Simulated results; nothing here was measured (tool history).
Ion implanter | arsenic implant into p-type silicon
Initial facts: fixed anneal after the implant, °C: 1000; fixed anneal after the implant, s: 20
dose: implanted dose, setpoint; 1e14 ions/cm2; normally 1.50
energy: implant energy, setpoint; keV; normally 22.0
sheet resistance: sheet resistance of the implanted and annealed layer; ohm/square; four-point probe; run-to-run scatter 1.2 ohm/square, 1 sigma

| run | hour | dose | energy | wafers since the last listed run | hours since the last dose calibration | hours since the extraction supply was calibrated | hours since the gauge calibration | read-back reference wafer on the same gauge, sheet resistance | sheet resistance |
|---|---|---|---|---|---|---|---|---|---|
| 1 | 0.0 | 1.66 | 22.0 | 0 | 1854.8 | 4614.7 | 245.4 | 571.14 | 442.48 |
| 2 | 23.5 | 1.66 | 22.0 | 272 | 1878.3 | 4638.2 | 268.9 | 570.79 | 443.46 |
| 3 | 57.7 | 1.50 | 22.0 | 396 | 1912.5 | 4672.4 | 303.1 | 571.00 | 473.61 |
| 4 | 74.8 | 1.50 | 22.0 | 198 | 1929.6 | 4689.5 | 320.2 | 570.66 | 477.35 |
| 5 | 97.2 | 1.50 | 22.0 | 259 | 1952.0 | 4711.9 | 342.6 | 571.05 | 475.78 |
| 6 | 114.2 | 1.50 | 22.0 | 197 | 1969.0 | 4728.9 | 359.6 | 570.88 | 475.30 |
| 7 | 148.7 | 1.50 | 22.0 | 400 | 2003.5 | 4763.4 | 394.1 | 571.18 | 474.65 |
| 8 | 179.0 | 1.50 | 22.0 | 351 | 2033.8 | 4793.7 | 424.4 | 571.33 | 475.59 |
| 9 | 199.7 | 1.50 | 27.0 | 240 | 2054.5 | 4814.4 | 445.1 | 571.23 | 461.55 |
| 10 | 219.9 | 1.50 | 27.0 | 234 | 2074.7 | 4834.6 | 465.3 | 570.61 | 461.13 |
| 11 | 250.2 | 1.50 | 22.0 | 351 | 2105.0 | 4864.9 | 495.6 | 570.60 | 476.22 |
| 12 | 283.1 | 1.50 | 22.0 | 381 | 2137.9 | 4897.8 | 528.5 | 571.19 | 476.25 |
| 13 | 302.9 | 1.50 | 22.0 | 229 | 2157.7 | 4917.6 | 548.3 | 571.35 | 476.74 |
| 14 | 334.3 | 1.68 | 26.5 | 364 | 2189.1 | 4949.0 | 579.7 | 570.94 | 426.31 |
| 15 | 367.3 | 1.68 | 26.5 | 382 | 2222.1 | 4982.0 | 612.7 | 571.43 | 425.59 |
| 16 | 396.2 | 1.87 | 15.5 | 335 | 2251.0 | 5010.9 | 641.6 | 571.08 | 426.20 |
| 17 | 427.4 | 1.81 | 17.5 | 361 | 2282.2 | 5042.1 | 672.8 | 571.15 | 428.43 |
| 18 | 442.2 | 1.50 | 18.0 | 171 | 2297.0 | 5056.9 | 687.6 | 570.98 | 490.68 |
| 19 | 508.5 | 1.06 | 27.5 | 768 | 2363.3 | 5123.2 | 753.9 | 571.11 | 589.83 |
|  | 529.0 | Faraday cup replaced and dose calibrated |
| 20 | 529.5 | 1.50 | 22.0 | 150 | 0.5 | 5144.2 | 774.9 | 571.02 | 491.49 |
|  | 531.6 | gauge calibrated |
| 21 | 556.0 | 1.50 | 22.0 | 307 | 27.0 | 5170.7 | 24.4 | 570.72 | 488.94 |
| 22 | 587.4 | 1.50 | 22.0 | 364 | 58.4 | 5202.1 | 55.8 | 570.90 | 489.21 |
|  | 623.1 | extraction supply calibrated |
| 23 | 623.6 | 1.10 | 15.5 | 327 | 94.6 | 0.5 | 92.0 | 571.01 | 646.71 |
| 24 | 652.9 | 1.81 | 17.0 | 339 | 123.9 | 29.8 | 121.3 | 570.86 | 442.85 |
| 25 | 670.5 | 1.38 | 22.0 | 204 | 141.5 | 47.4 | 138.9 | 570.63 | 520.77 |
| 26 | 701.8 | 1.12 | 29.0 | 362 | 172.8 | 78.7 | 170.2 | 570.99 | 573.44 |
| 27 | 724.8 | 1.50 | 22.0 | 266 | 195.8 | 101.7 | 193.2 | 571.28 | 488.47 |
| 28 | 757.0 | 1.74 | 22.0 | 373 | 228.0 | 133.9 | 225.4 | 570.94 | 438.01 |
| 29 | 777.5 | 1.50 | 26.5 | 237 | 248.5 | 154.4 | 245.9 | 571.14 | 474.67 |
| 30 | 795.3 | 1.50 | 22.0 | 206 | 266.3 | 172.2 | 263.7 | 570.65 | 485.37 |

3 options for the next run, each taken on its own from the tool as it stands now. Forecast them:
| A | 795.7 | 1.77 | 22.0 | 4 | 266.7 | 172.6 | 264.1 | ? | ? |
| B | 795.7 | 1.50 | 15.0 | 4 | 266.7 | 172.6 | 264.1 | ? | ? |
| C | 795.7 | 1.50 | 17.5 | 4 | 266.7 | 172.6 | 264.1 | ? | ? |

| run | read-back reference wafer on the same gauge, sheet resistance | sheet resistance |
|---|---|---|
| A | 570.87 | 431.16 |
| B | 570.87 | 514.70 |
| C | 570.87 | 503.70 |
Without the tool's hidden state the same runs would have given:
| run | sheet resistance |
|---|---|
| A | 436.76 |
| B | 521.45 |
| C | 510.25 |
